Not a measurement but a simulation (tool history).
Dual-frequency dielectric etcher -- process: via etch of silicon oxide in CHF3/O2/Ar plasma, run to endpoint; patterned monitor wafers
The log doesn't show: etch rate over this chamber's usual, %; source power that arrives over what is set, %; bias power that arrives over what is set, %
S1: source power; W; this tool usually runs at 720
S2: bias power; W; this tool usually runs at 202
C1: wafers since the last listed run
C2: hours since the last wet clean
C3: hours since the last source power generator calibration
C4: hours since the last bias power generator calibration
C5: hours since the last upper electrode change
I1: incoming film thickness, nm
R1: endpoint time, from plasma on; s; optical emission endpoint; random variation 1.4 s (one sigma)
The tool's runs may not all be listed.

run 1 hour=0.0 | S1=720 S2=202 | C1=0 C2=370.0 C3=3093.6 C4=1697.8 C5=4557.8 | I1=462.7 | R1=198.2
run 2 hour=29.1 | S1=720 S2=202 | C1=78 C2=399.1 C3=3122.7 C4=1726.9 C5=4586.9 | I1=467.0 | R1=199.3
run 3 hour=53.1 | S1=720 S2=202 | C1=65 C2=423.1 C3=3146.7 C4=1750.9 C5=4610.9 | I1=465.3 | R1=198.6
run 4 hour=77.0 | S1=720 S2=202 | C1=64 C2=447.0 C3=3170.6 C4=1774.8 C5=4634.8 | I1=461.8 | R1=196.7
run 5 hour=89.0 | S1=720 S2=202 | C1=32 C2=459.0 C3=3182.6 C4=1786.8 C5=4646.8 | I1=462.2 | R1=194.5
run 6 hour=117.1 | S1=720 S2=202 | C1=76 C2=487.1 C3=3210.7 C4=1814.9 C5=4674.9 | I1=461.2 | R1=194.2
-- hour=146.9 bias power generator calibrated
run 7 hour=147.4 | S1=650 S2=202 | C1=71 C2=517.4 C3=3241.0 C4=0.5 C5=4705.2 | I1=461.8 | R1=201.5
run 8 hour=171.9 | S1=650 S2=161 | C1=66 C2=541.9 C3=3265.5 C4=25.0 C5=4729.7 | I1=461.9 | R1=214.6
run 9 hour=191.8 | S1=720 S2=202 | C1=53 C2=561.8 C3=3285.4 C4=44.9 C5=4749.6 | I1=463.0 | R1=195.6
run 10 hour=216.5 | S1=570 S2=184 | C1=66 C2=586.5 C3=3310.1 C4=69.6 C5=4774.3 | I1=461.8 | R1=219.4
run 11 hour=230.3 | S1=720 S2=202 | C1=37 C2=600.3 C3=3323.9 C4=83.4 C5=4788.1 | I1=467.2 | R1=194.2
-- hour=255.1 upper electrode replaced
-- hour=260.8 wet clean of the chamber
-- hour=317.6 source power generator calibrated
run 12 hour=327.4 | S1=840 S2=180 | C1=171 C2=66.6 C3=9.8 C4=180.5 C5=72.3 | I1=465.4 | R1=196.3
run 13 hour=360.4 | S1=670 S2=164 | C1=89 C2=99.6 C3=42.8 C4=213.5 C5=105.3 | I1=465.5 | R1=217.2
run 14 hour=389.4 | S1=650 S2=249 | C1=78 C2=128.6 C3=71.8 C4=242.5 C5=134.3 | I1=461.3 | R1=196.4
run 15 hour=424.8 | S1=890 S2=202 | C1=95 C2=164.0 C3=107.2 C4=277.9 C5=169.7 | I1=462.0 | R1=183.0

Alternative continuations, all from the tool just after run 15; predict every row:
run A hour=425.3 | S1=720 S2=202 | C1=1 C2=164.5 C3=107.7 C4=278.4 C5=170.2 | I1=464.7 | R1=?
run B hour=425.3 | S1=770 S2=189 | C1=1 C2=164.5 C3=107.7 C4=278.4 C5=170.2 | I1=464.7 | R1=?
run C hour=425.3 | S1=650 S2=164 | C1=1 C2=164.5 C3=107.7 C4=278.4 C5=170.2 | I1=464.7 | R1=?
run D hour=425.3 | S1=720 S2=251 | C1=1 C2=164.5 C3=107.7 C4=278.4 C5=170.2 | I1=464.7 | R1=?
run E hour=425.3 | S1=720 S2=184 | C1=1 C2=164.5 C3=107.7 C4=278.4 C5=170.2 | I1=464.7 | R1=?

run=A R1=198.8
run=B R1=197.0
run=C R1=218.8
run=D R1=187.0
run=E R1=203.8
Without the tool's hidden state the same runs would have given:
run=A R1=201.7
run=B R1=199.9
run=C R1=222.0
run=D R1=189.8
run=E R1=206.8
